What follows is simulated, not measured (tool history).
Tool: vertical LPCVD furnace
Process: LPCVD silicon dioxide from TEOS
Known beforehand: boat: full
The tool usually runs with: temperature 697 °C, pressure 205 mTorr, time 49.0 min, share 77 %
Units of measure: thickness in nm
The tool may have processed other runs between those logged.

| run | hour | temperature | pressure | time | share | wafers since the last listed run | hours since the last temperature calibration | hours since the pressure gauge was zeroed | hours since the TEOS flow controller was replaced | hours since the gauge calibration | read-back reference wafer on the same gauge, thickness | thickness |
|---|---|---|---|---|---|---|---|---|---|---|---|---|
| 1 | 0.0 | 697 | 205 | 37.0 | 77 | 0 | 3341.1 | 496.1 | 3809.6 | 753.7 | 314.78 | 253.98 |
|  | 14.6 | gauge calibrated |
| 2 | 54.3 | 697 | 205 | 37.0 | 77 | 579 | 3395.4 | 550.4 | 3863.9 | 39.7 | 314.68 | 253.73 |
| 3 | 104.3 | 702 | 205 | 49.0 | 77 | 533 | 3445.4 | 600.4 | 3913.9 | 89.7 | 315.57 | 377.86 |
| 4 | 183.9 | 702 | 205 | 49.0 | 77 | 849 | 3525.0 | 680.0 | 3993.5 | 169.3 | 314.38 | 379.01 |
| 5 | 242.0 | 697 | 205 | 49.0 | 77 | 619 | 3583.1 | 738.1 | 4051.6 | 227.4 | 315.38 | 337.32 |
| 6 | 333.3 | 697 | 205 | 49.0 | 77 | 973 | 3674.4 | 829.4 | 4142.9 | 318.7 | 314.50 | 336.86 |
| 7 | 427.7 | 697 | 230 | 49.0 | 87 | 1006 | 3768.8 | 923.8 | 4237.3 | 413.1 | 314.61 | 383.18 |
| 8 | 490.5 | 697 | 230 | 49.0 | 87 | 669 | 3831.6 | 986.6 | 4300.1 | 475.9 | 314.73 | 383.20 |
| 9 | 561.7 | 697 | 205 | 41.5 | 68 | 759 | 3902.8 | 1057.8 | 4371.3 | 547.1 | 314.99 | 271.41 |
| 10 | 644.6 | 697 | 205 | 49.0 | 77 | 884 | 3985.7 | 1140.7 | 4454.2 | 630.0 | 314.38 | 338.63 |
| 11 | 704.9 | 697 | 205 | 49.0 | 77 | 643 | 4046.0 | 1201.0 | 4514.5 | 690.3 | 315.77 | 340.17 |
|  | 766.3 | gauge calibrated |
| 12 | 781.5 | 697 | 205 | 49.0 | 77 | 817 | 4122.6 | 1277.6 | 4591.1 | 15.2 | 315.31 | 339.17 |
|  | 844.0 | thermocouples replaced and temperature profile calibrated |
| 13 | 844.5 | 697 | 205 | 49.0 | 85 | 416 | 0.5 | 1340.6 | 4654.1 | 78.2 | 315.43 | 328.75 |
| 14 | 915.9 | 697 | 205 | 32.0 | 77 | 761 | 71.9 | 1412.0 | 4725.5 | 149.6 | 315.27 | 205.97 |
|  | 959.9 | TEOS flow controller replaced |
|  | 989.1 | pressure gauge zeroed |
| 15 | 989.6 | 690 | 225 | 49.0 | 77 | 274 | 145.6 | 0.5 | 29.7 | 223.3 | 315.01 | 277.89 |
| 16 | 1057.1 | 697 | 170 | 35.0 | 77 | 720 | 213.1 | 68.0 | 97.2 | 290.8 | 314.92 | 202.52 |
| 17 | 1097.5 | 688 | 205 | 49.0 | 91 | 430 | 253.5 | 108.4 | 137.6 | 331.2 | 314.32 | 276.56 |
| 18 | 1187.1 | 697 | 205 | 41.5 | 68 | 955 | 343.1 | 198.0 | 227.2 | 420.8 | 315.37 | 248.56 |
| 19 | 1223.1 | 701 | 235 | 35.0 | 71 | 384 | 379.1 | 234.0 | 263.2 | 456.8 | 315.12 | 252.91 |
| 20 | 1298.2 | 697 | 205 | 49.0 | 77 | 801 | 454.2 | 309.1 | 338.3 | 531.9 | 315.17 | 313.88 |
| 21 | 1390.4 | 697 | 205 | 49.0 | 71 | 983 | 546.4 | 401.3 | 430.5 | 624.1 | 315.03 | 302.25 |
| 22 | 1426.9 | 697 | 205 | 49.0 | 73 | 389 | 582.9 | 437.8 | 467.0 | 660.6 | 314.36 | 306.80 |
| 23 | 1468.2 | 693 | 205 | 49.0 | 89 | 440 | 624.2 | 479.1 | 508.3 | 701.9 | 315.30 | 310.92 |
| 24 | 1525.7 | 707 | 240 | 65.5 | 77 | 613 | 681.7 | 536.6 | 565.8 | 759.4 | 315.10 | 572.20 |
| 25 | 1625.0 | 701 | 235 | 49.0 | 77 | 1059 | 781.0 | 635.9 | 665.1 | 858.7 | 314.69 | 372.79 |
|  | 1638.1 | gauge calibrated |
| 26 | 1719.5 | 693 | 235 | 49.0 | 88 | 1008 | 875.5 | 730.4 | 759.6 | 81.4 | 314.93 | 328.59 |

For each entry between runs, how does the tool's hidden state at the last listed run before it compare with that at the first listed run after it?
Runs 1 to 2: gauge calibrated (hour 14.6)
  true tube temperature minus thermocouple reading, K: 3.25 -> 3.29
  measured minus no-state result, thickness: +18.52 -> +18.74 nm
Runs 11 to 12: gauge calibrated (hour 766.3)
  true tube temperature minus thermocouple reading, K: 3.82 -> 3.88
  measured minus no-state result, thickness: +28.97 -> +29.34 nm
Runs 12 to 13: thermocouples replaced and temperature profile calibrated (hour 844.0)
  true tube temperature minus thermocouple reading, K: 3.88 -> 0.0612
  measured minus no-state result, thickness: +29.34 -> +0.47 nm
Runs 14 to 15: TEOS flow controller replaced (hour 959.9); pressure gauge zeroed (hour 989.1)
  true tube temperature minus thermocouple reading, K: 0.119 -> 0.179
  measured minus no-state result, thickness: +0.58 -> +1.18 nm
Runs 25 to 26: gauge calibrated (hour 1638.1)
  true tube temperature minus thermocouple reading, K: 0.695 -> 0.772
  measured minus no-state result, thickness: +5.96 -> +5.92 nm
